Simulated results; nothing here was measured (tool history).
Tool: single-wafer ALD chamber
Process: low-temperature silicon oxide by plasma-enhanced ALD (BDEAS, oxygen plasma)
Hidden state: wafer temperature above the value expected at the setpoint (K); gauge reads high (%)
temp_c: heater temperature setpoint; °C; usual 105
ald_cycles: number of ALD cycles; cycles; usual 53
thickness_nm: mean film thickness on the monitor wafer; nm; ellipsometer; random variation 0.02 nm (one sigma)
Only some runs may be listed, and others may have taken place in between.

run	hour	temp_c	ald_cycles	wafers since the last listed run	hours since the last thermocouple change	hours since the gauge calibration	read-back reference wafer on the same gauge, thickness_nm	thickness_nm
1	0.0	105	53	0	1644.4	188.7	6.308	7.900
2	38.6	105	53	219	1683.0	227.3	6.312	7.867
3	73.5	105	48	198	1717.9	262.2	6.314	7.139
4	115.1	105	53	236	1759.5	303.8	6.310	7.877
5	154.7	105	53	225	1799.1	343.4	6.309	7.900
6	192.8	105	53	216	1837.2	381.5	6.313	7.898
7	248.6	115	53	317	1893.0	437.3	6.312	7.706
# hour 395.8: thermocouple changed; heater temperature recalibrated
8	426.3	98	63	964	30.5	615.0	6.308	9.529
9	462.9	97	43	208	67.1	651.6	6.315	6.509
10	487.0	116	59	136	91.2	675.7	6.312	8.642
11	553.9	99	57	380	158.1	742.6	6.310	8.573
# hour 563.2: gauge calibrated
12	600.3	105	64	263	204.5	37.1	6.304	9.532
13	692.6	105	53	524	296.8	129.4	6.316	7.895
14	763.1	110	53	400	367.3	199.9	6.309	7.806

What the log doesn't show, run by run:
wafer temperature above the value expected at the setpoint (K): 0 in every run
gauge reads high (%): 0 in every run
